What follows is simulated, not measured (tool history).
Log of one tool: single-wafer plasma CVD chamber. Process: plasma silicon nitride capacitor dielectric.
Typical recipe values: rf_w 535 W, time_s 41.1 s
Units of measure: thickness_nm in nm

| run | hour | rf_w | time_s | wafers since the last listed run | hours since the last RF generator calibration | hours since the showerhead was replaced | hours since the gauge calibration | read-back reference wafer on the same gauge, thickness_nm | thickness_nm |
|---|---|---|---|---|---|---|---|---|---|
| 1 | 0 | 535 | 41.1 | 0 | 1250.9 | 3873.8 | 126.4 | 75.648 | 63.795 |
| 2 | 56.5 | 535 | 41.1 | 833 | 1307.4 | 3930.3 | 182.9 | 75.722 | 63.822 |
| 3 | 106.3 | 535 | 41.1 | 734 | 1357.2 | 3980.1 | 232.7 | 75.791 | 63.833 |
| 4 | 158.1 | 535 | 41.1 | 763 | 1409 | 4031.9 | 284.5 | 75.884 | 63.776 |
| 5 | 228.8 | 485 | 41.1 | 1042 | 1479.7 | 4102.6 | 355.2 | 75.93 | 60.92 |
| 6 | 265.5 | 485 | 41.1 | 541 | 1516.4 | 4139.3 | 391.9 | 75.964 | 60.683 |
| 7 | 320.1 | 485 | 41.1 | 805 | 1571 | 4193.9 | 446.5 | 75.963 | 60.829 |
| 8 | 360.1 | 535 | 37.6 | 589 | 1611 | 4233.9 | 486.5 | 75.975 | 58.597 |
| 9 | 411.8 | 480 | 41.1 | 762 | 1662.7 | 4285.6 | 538.2 | 76.088 | 60.56 |
| 10 | 442.2 | 480 | 41.1 | 448 | 1693.1 | 4316 | 568.6 | 76.035 | 60.393 |
| 11 | 486.9 | 480 | 41.1 | 659 | 1737.8 | 4360.7 | 613.3 | 76.105 | 60.415 |
| 12 | 552.6 | 535 | 41.1 | 968 | 1803.5 | 4426.4 | 679 | 76.12 | 64.422 |
| 13 | 607.3 | 535 | 41.1 | 806 | 1858.2 | 4481.1 | 733.7 | 76.138 | 64.001 |
| 14 | 643.4 | 535 | 41.1 | 532 | 1894.3 | 4517.2 | 769.8 | 76.138 | 64.001 |
| 15 | 674.9 | 535 | 41.1 | 464 | 1925.8 | 4548.7 | 801.3 | 76.148 | 64.282 |
|  | 692.3 | RF generator calibrated |
| 16 | 714.3 | 535 | 41.1 | 462 | 22 | 4588.1 | 840.7 | 76.15 | 64.24 |
| 17 | 779.8 | 590 | 41.1 | 965 | 87.5 | 4653.6 | 906.2 | 76.231 | 67.761 |
| 18 | 823.6 | 590 | 41.1 | 645 | 131.3 | 4697.4 | 950 | 76.19 | 67.481 |
| 19 | 875.2 | 535 | 46.1 | 760 | 182.9 | 4749 | 1001.6 | 76.23 | 72.381 |
| 20 | 900.1 | 480 | 47.1 | 367 | 207.8 | 4773.9 | 1026.5 | 76.235 | 69.403 |
| 21 | 937.1 | 605 | 37.7 | 545 | 244.8 | 4810.9 | 1063.5 | 76.225 | 62.943 |
| 22 | 975.9 | 565 | 44.8 | 572 | 283.6 | 4849.7 | 1102.3 | 76.287 | 72.227 |
| 23 | 1030.8 | 635 | 46.7 | 809 | 338.5 | 4904.6 | 1157.2 | 76.275 | 79.505 |
| 24 | 1077 | 535 | 41.1 | 681 | 384.7 | 4950.8 | 1203.4 | 76.269 | 64.273 |
| 25 | 1124.1 | 620 | 41.1 | 694 | 431.8 | 4997.9 | 1250.5 | 76.253 | 69.235 |
| 26 | 1161.1 | 535 | 44.8 | 545 | 468.8 | 5034.9 | 1287.5 | 76.299 | 70.048 |
| 27 | 1194.2 | 595 | 36.5 | 488 | 501.9 | 5068 | 1320.6 | 76.275 | 60.216 |
| 28 | 1219.3 | 490 | 33 | 370 | 527 | 5093.1 | 1345.7 | 76.247 | 49.511 |
|  | 1234 | gauge calibrated |
| 29 | 1290.4 | 450 | 39 | 1048 | 598.1 | 5164.2 | 56.4 | 75.568 | 54.962 |
|  | 1300.4 | showerhead replaced |
| 30 | 1345.8 | 600 | 46.2 | 698 | 653.5 | 45.4 | 111.8 | 75.693 | 75.67 |
| 31 | 1407.6 | 640 | 44.6 | 911 | 715.3 | 107.2 | 173.6 | 75.742 | 75.471 |
| 32 | 1457 | 560 | 41.1 | 728 | 764.7 | 156.6 | 223 | 75.843 | 65.11 |
| 33 | 1509.2 | 465 | 46 | 769 | 816.9 | 208.8 | 275.2 | 75.868 | 66.541 |
| 34 | 1550.8 | 535 | 41.1 | 613 | 858.5 | 250.4 | 316.8 | 75.921 | 64.294 |
| 35 | 1583.9 | 535 | 44.8 | 488 | 891.6 | 283.5 | 349.9 | 75.938 | 70.032 |
| 36 | 1633 | 580 | 33.7 | 723 | 940.7 | 332.6 | 399 | 75.976 | 54.709 |
| 37 | 1671.6 | 640 | 44.6 | 569 | 979.3 | 371.2 | 437.6 | 76.007 | 75.738 |
| 38 | 1729.1 | 535 | 41.1 | 847 | 1036.8 | 428.7 | 495.1 | 76.064 | 64.028 |
| 39 | 1800.7 | 615 | 41.1 | 1055 | 1108.4 | 500.3 | 566.7 | 76.078 | 68.579 |
| 40 | 1870.6 | 595 | 38.9 | 1030 | 1178.3 | 570.2 | 636.6 | 76.126 | 63.741 |
| 41 | 2004.8 | 535 | 41.1 | 1978 | 1312.5 | 704.4 | 770.8 | 76.199 | 64.308 |
| 42 | 2048.1 | 535 | 41.1 | 638 | 1355.8 | 747.7 | 814.1 | 76.214 | 64.312 |
| 43 | 2093.1 | 535 | 41.1 | 663 | 1400.8 | 792.7 | 859.1 | 76.23 | 64.329 |

Take each entry between the runs: how does the hidden state at the last listed run before it differ from the hidden state at the first listed run after it?
Runs 15 to 16: RF generator calibrated (hour 692.3)
  gauge reads high (%): 1.03 -> 1.05
  difference, measured minus the result without the unlogged condition, thickness_nm: +0.656 -> +0.666 nm
Runs 28 to 29: gauge calibrated (hour 1234)
  gauge reads high (%): 1.18 -> 0.208
  difference, measured minus the result without the unlogged condition, thickness_nm: +0.579 -> +0.114 nm
Runs 29 to 30: showerhead replaced (hour 1300.4)
  gauge reads high (%): 0.208 -> 0.326
  difference, measured minus the result without the unlogged condition, thickness_nm: +0.114 -> +0.245 nm
